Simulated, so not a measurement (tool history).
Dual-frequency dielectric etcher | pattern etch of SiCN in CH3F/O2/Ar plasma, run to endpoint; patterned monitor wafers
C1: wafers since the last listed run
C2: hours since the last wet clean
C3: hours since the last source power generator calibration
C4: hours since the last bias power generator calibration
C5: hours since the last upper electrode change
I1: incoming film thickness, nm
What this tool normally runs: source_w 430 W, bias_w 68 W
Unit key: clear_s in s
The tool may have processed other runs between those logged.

run 1 hour=0.0 | source_w=430 bias_w=68 | C1=0 C2=378.3 C3=1740.1 C4=1626.0 C5=3360.0 | I1=11.71 | clear_s=30.1
run 2 hour=23.3 | source_w=430 bias_w=68 | C1=390 C2=401.6 C3=1763.4 C4=1649.3 C5=3383.3 | I1=11.80 | clear_s=30.3
run 3 hour=49.3 | source_w=430 bias_w=68 | C1=436 C2=427.6 C3=1789.4 C4=1675.3 C5=3409.3 | I1=11.77 | clear_s=30.2
run 4 hour=79.9 | source_w=430 bias_w=68 | C1=513 C2=458.2 C3=1820.0 C4=1705.9 C5=3439.9 | I1=11.81 | clear_s=30.7
run 5 hour=105.4 | source_w=430 bias_w=68 | C1=427 C2=483.7 C3=1845.5 C4=1731.4 C5=3465.4 | I1=11.79 | clear_s=30.4
run 6 hour=122.7 | source_w=430 bias_w=68 | C1=290 C2=501.0 C3=1862.8 C4=1748.7 C5=3482.7 | I1=11.85 | clear_s=30.6
run 7 hour=143.5 | source_w=430 bias_w=68 | C1=348 C2=521.8 C3=1883.6 C4=1769.5 C5=3503.5 | I1=11.74 | clear_s=30.6
run 8 hour=166.0 | source_w=430 bias_w=68 | C1=377 C2=544.3 C3=1906.1 C4=1792.0 C5=3526.0 | I1=11.74 | clear_s=30.3
run 9 hour=179.4 | source_w=430 bias_w=68 | C1=224 C2=557.7 C3=1919.5 C4=1805.4 C5=3539.4 | I1=11.82 | clear_s=30.6
-- hour=208.3 wet clean of the chamber
run 10 hour=208.8 | source_w=430 bias_w=68 | C1=90 C2=0.5 C3=1948.9 C4=1834.8 C5=3568.8 | I1=11.83 | clear_s=29.7
run 11 hour=221.3 | source_w=350 bias_w=68 | C1=209 C2=13.0 C3=1961.4 C4=1847.3 C5=3581.3 | I1=11.87 | clear_s=32.7
run 12 hour=246.1 | source_w=350 bias_w=68 | C1=416 C2=37.8 C3=1986.2 C4=1872.1 C5=3606.1 | I1=11.61 | clear_s=32.1
run 13 hour=267.6 | source_w=430 bias_w=68 | C1=360 C2=59.3 C3=2007.7 C4=1893.6 C5=3627.6 | I1=11.81 | clear_s=29.8
run 14 hour=291.7 | source_w=430 bias_w=68 | C1=404 C2=83.4 C3=2031.8 C4=1917.7 C5=3651.7 | I1=11.65 | clear_s=29.6
-- hour=301.0 bias power generator calibrated
run 15 hour=313.6 | source_w=430 bias_w=68 | C1=300 C2=105.3 C3=2053.7 C4=12.6 C5=3673.6 | I1=11.75 | clear_s=29.6
run 16 hour=328.0 | source_w=430 bias_w=79 | C1=241 C2=119.7 C3=2068.1 C4=27.0 C5=3688.0 | I1=11.89 | clear_s=28.7
run 17 hour=340.9 | source_w=340 bias_w=68 | C1=216 C2=132.6 C3=2081.0 C4=39.9 C5=3700.9 | I1=11.73 | clear_s=32.9
-- hour=360.1 source power generator calibrated
-- hour=370.3 upper electrode replaced, of another model than before
run 18 hour=370.8 | source_w=370 bias_w=78 | C1=264 C2=162.5 C3=10.7 C4=69.8 C5=0.5 | I1=11.78 | clear_s=30.4
run 19 hour=398.3 | source_w=480 bias_w=56 | C1=461 C2=190.0 C3=38.2 C4=97.3 C5=28.0 | I1=11.66 | clear_s=29.7
run 20 hour=419.2 | source_w=480 bias_w=77 | C1=350 C2=210.9 C3=59.1 C4=118.2 C5=48.9 | I1=11.74 | clear_s=27.9
run 21 hour=524.2 | source_w=380 bias_w=61 | C1=1761 C2=315.9 C3=164.1 C4=223.2 C5=153.9 | I1=11.83 | clear_s=31.9
run 22 hour=546.1 | source_w=520 bias_w=68 | C1=367 C2=337.8 C3=186.0 C4=245.1 C5=175.8 | I1=11.77 | clear_s=28.5
run 23 hour=564.4 | source_w=480 bias_w=77 | C1=307 C2=356.1 C3=204.3 C4=263.4 C5=194.1 | I1=11.91 | clear_s=28.8
run 24 hour=589.8 | source_w=520 bias_w=83 | C1=426 C2=381.5 C3=229.7 C4=288.8 C5=219.5 | I1=11.81 | clear_s=27.4
run 25 hour=608.9 | source_w=480 bias_w=80 | C1=320 C2=400.6 C3=248.8 C4=307.9 C5=238.6 | I1=11.90 | clear_s=28.6
run 26 hour=623.6 | source_w=510 bias_w=53 | C1=246 C2=415.3 C3=263.5 C4=322.6 C5=253.3 | I1=11.82 | clear_s=30.0
run 27 hour=653.9 | source_w=430 bias_w=68 | C1=508 C2=445.6 C3=293.8 C4=352.9 C5=283.6 | I1=11.76 | clear_s=30.3
run 28 hour=672.6 | source_w=390 bias_w=83 | C1=313 C2=464.3 C3=312.5 C4=371.6 C5=302.3 | I1=11.85 | clear_s=30.2

5 ways to go on from here, each from the tool as it stands after run 28. What would each give?
run A hour=673.0 | source_w=430 bias_w=60 | C1=6 C2=464.7 C3=312.9 C4=372.0 C5=302.7 | I1=11.78 | clear_s=?
run B hour=673.0 | source_w=430 bias_w=63 | C1=6 C2=464.7 C3=312.9 C4=372.0 C5=302.7 | I1=11.78 | clear_s=?
run C hour=673.0 | source_w=480 bias_w=75 | C1=6 C2=464.7 C3=312.9 C4=372.0 C5=302.7 | I1=11.78 | clear_s=?
run D hour=673.0 | source_w=520 bias_w=54 | C1=6 C2=464.7 C3=312.9 C4=372.0 C5=302.7 | I1=11.78 | clear_s=?
run E hour=673.0 | source_w=400 bias_w=62 | C1=6 C2=464.7 C3=312.9 C4=372.0 C5=302.7 | I1=11.78 | clear_s=?

run=A clear_s=30.9
run=B clear_s=30.6
run=C clear_s=28.6
run=D clear_s=29.6
run=E clear_s=31.4
Take away the tool's hidden state, keep each run's random variation, and the runs would have read:
run=A clear_s=30.3
run=B clear_s=30.0
run=C clear_s=28.1
run=D clear_s=29.0
run=E clear_s=30.8
